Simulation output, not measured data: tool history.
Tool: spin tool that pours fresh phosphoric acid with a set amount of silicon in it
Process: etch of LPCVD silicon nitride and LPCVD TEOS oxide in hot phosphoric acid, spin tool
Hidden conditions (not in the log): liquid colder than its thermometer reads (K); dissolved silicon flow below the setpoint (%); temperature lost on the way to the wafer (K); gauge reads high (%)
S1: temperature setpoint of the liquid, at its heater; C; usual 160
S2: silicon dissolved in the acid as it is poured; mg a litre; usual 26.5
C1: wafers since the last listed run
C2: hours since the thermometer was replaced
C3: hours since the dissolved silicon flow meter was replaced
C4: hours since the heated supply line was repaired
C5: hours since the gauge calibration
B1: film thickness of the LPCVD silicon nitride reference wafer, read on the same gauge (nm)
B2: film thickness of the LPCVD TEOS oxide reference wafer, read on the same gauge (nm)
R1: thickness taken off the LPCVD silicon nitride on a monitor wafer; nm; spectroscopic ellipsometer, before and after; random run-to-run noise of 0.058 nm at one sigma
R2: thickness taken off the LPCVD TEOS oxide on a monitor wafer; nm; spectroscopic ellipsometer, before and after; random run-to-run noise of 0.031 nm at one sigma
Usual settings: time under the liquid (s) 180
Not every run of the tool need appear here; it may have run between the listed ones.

Run 1, day 0: usual settings but S1 158 C, S2 36.5 mg a litre; C1 0; C2 344.7; C3 21.4; C4 3533.5; C5 1060.5; B1 59.99; B2 150.002. Result: R1 12.36 nm, R2 0.189 nm.
At day 2.475: gauge calibrated.
Run 2, day 2.683: usual settings but S1 161 C; C1 612; C2 409.1; C3 85.8; C4 3597.9; C5 5; B1 59.96; B2 149.986. Result: R1 13.72 nm, R2 0.345 nm.
At day 3.054: heated supply line repaired.
Run 3, day 3.617: usual settings but S2 37 mg a litre, time under the liquid (s) 260; C1 203; C2 431.5; C3 108.2; C4 13.5; C5 27.4; B1 60.03; B2 150.017. Result: R1 20.59 nm, R2 0.326 nm.
Run 4, day 4.971: usual settings; C1 308; C2 464; C3 140.7; C4 46; C5 59.9; B1 60.01; B2 149.972. Result: R1 14.2 nm, R2 0.417 nm.
Run 5, day 5.762: usual settings; C1 180; C2 483; C3 159.7; C4 65; C5 78.9; B1 59.97; B2 149.995. Result: R1 14.24 nm, R2 0.335 nm.
Run 6, day 7.083: usual settings but S1 157 C, S2 18.5 mg a litre, time under the liquid (s) 95; C1 301; C2 514.7; C3 191.4; C4 96.7; C5 110.6; B1 59.95; B2 150.01. Result: R1 6.78 nm, R2 0.23 nm.
Run 7, day 7.875: usual settings but S1 159 C; C1 180; C2 533.7; C3 210.4; C4 115.7; C5 129.6; B1 60.02; B2 150.003. Result: R1 13.66 nm, R2 0.296 nm.
Run 8, day 10.362: usual settings but S1 157.5 C, S2 44.5 mg a litre; C1 567; C2 593.4; C3 270.1; C4 175.4; C5 189.3; B1 59.96; B2 149.985. Result: R1 12.97 nm, R2 0.11 nm.
Run 9, day 11.083: usual settings but S1 158 C, S2 10.5 mg a litre, time under the liquid (s) 250; C1 164; C2 610.7; C3 287.4; C4 192.7; C5 206.6; B1 60; B2 150.001. Result: R1 18.47 nm, R2 0.689 nm.
Run 10, day 11.667: usual settings; C1 133; C2 624.7; C3 301.4; C4 206.7; C5 220.6; B1 60.02; B2 150.009. Result: R1 14.22 nm, R2 0.363 nm.
Run 11, day 12.283: usual settings; C1 140; C2 639.5; C3 316.2; C4 221.5; C5 235.4; B1 59.97; B2 150.008. Result: R1 14.17 nm, R2 0.352 nm.
Run 12, day 14.529: usual settings but S1 162.5 C, S2 40.5 mg a litre, time under the liquid (s) 260; C1 512; C2 693.4; C3 370.1; C4 275.4; C5 289.3; B1 60.03; B2 150.031. Result: R1 22.26 nm, R2 0.321 nm.
Run 13, day 15.65: usual settings but S1 163 C, S2 42 mg a litre, time under the liquid (s) 120; C1 255; C2 720.3; C3 397; C4 302.3; C5 316.2; B1 59.97; B2 149.991. Result: R1 10.45 nm, R2 0.148 nm.
Run 14, day 18.179: usual settings but S2 45 mg a litre, time under the liquid (s) 220; C1 577; C2 781; C3 457.7; C4 363; C5 376.9; B1 59.99; B2 149.998. Result: R1 17.22 nm, R2 0.14 nm.
Run 15, day 18.95: usual settings; C1 175; C2 799.5; C3 476.2; C4 381.5; C5 395.4; B1 60; B2 149.993. Result: R1 14.2 nm, R2 0.398 nm.
Run 16, day 19.796: usual settings but S1 158.5 C, S2 40 mg a litre, time under the liquid (s) 235; C1 192; C2 819.8; C3 496.5; C4 401.8; C5 415.7; B1 59.98; B2 149.997. Result: R1 17.54 nm, R2 0.222 nm.
Run 17, day 20.454: usual settings but S2 39.5 mg a litre; C1 150; C2 835.6; C3 512.3; C4 417.6; C5 431.5; B1 59.98; B2 149.994. Result: R1 14.08 nm, R2 0.188 nm.
Run 18, day 21.488: usual settings but S1 161.5 C, S2 8.5 mg a litre, time under the liquid (s) 85; C1 235; C2 860.4; C3 537.1; C4 442.4; C5 456.3; B1 60; B2 150.027. Result: R1 7.01 nm, R2 0.299 nm.
Run 19, day 22.679: usual settings but S1 163 C, S2 37 mg a litre, time under the liquid (s) 280; C1 271; C2 889; C3 565.7; C4 471; C5 484.9; B1 60.01; B2 149.987. Result: R1 24.31 nm, R2 0.459 nm.
At day 22.992: thermometer replaced.
Run 20, day 23.475: usual settings but S1 157.5 C, S2 17 mg a litre, time under the liquid (s) 255; C1 172; C2 11.6; C3 584.8; C4 490.1; C5 504; B1 60; B2 149.999. Result: R1 18.33 nm, R2 0.576 nm.
Run 21, day 24.517: usual settings but S1 161 C, S2 36.5 mg a litre, time under the liquid (s) 225; C1 237; C2 36.6; C3 609.8; C4 515.1; C5 529; B1 59.99; B2 149.992. Result: R1 18.26 nm, R2 0.272 nm.
Run 22, day 25.592: usual settings but S2 17.5 mg a litre, time under the liquid (s) 265; C1 245; C2 62.4; C3 635.6; C4 540.9; C5 554.8; B1 59.96; B2 149.988. Result: R1 20.78 nm, R2 0.7 nm.

Consider 4 possible next runs. They are alternatives, not a sequence: every one starts from the tool as it was left by run 22. What does each give?
Run A, day 25.612: usual settings; C1 4; C2 62.9; C3 636.1; C4 541.4; C5 555.3; B1 ?; B2 ?. Result: R1 ?, R2 ?.
Run B, day 25.612: usual settings but S1 159 C, time under the liquid (s) 265; C1 4; C2 62.9; C3 636.1; C4 541.4; C5 555.3; B1 ?; B2 ?. Result: R1 ?, R2 ?.
Run C, day 25.612: usual settings but S1 161 C, time under the liquid (s) 270; C1 4; C2 62.9; C3 636.1; C4 541.4; C5 555.3; B1 ?; B2 ?. Result: R1 ?, R2 ?.
Run D, day 25.612: usual settings but S1 158.5 C, S2 5.5 mg a litre, time under the liquid (s) 225; C1 4; C2 62.9; C3 636.1; C4 541.4; C5 555.3; B1 ?; B2 ?. Result: R1 ?, R2 ?.

run  B1       B2     R1     R2
  A  60  149.997  14.09  0.325
  B  60  149.997  20.06  0.444
  C  60  149.997  21.86  0.524
  D  60  149.997  16.74   0.63
What these runs would have given with no unlogged condition in the tool:
run     R1     R2
  A  14.44  0.342
  B  20.55  0.468
  C  22.39  0.553
  D  17.16  0.665
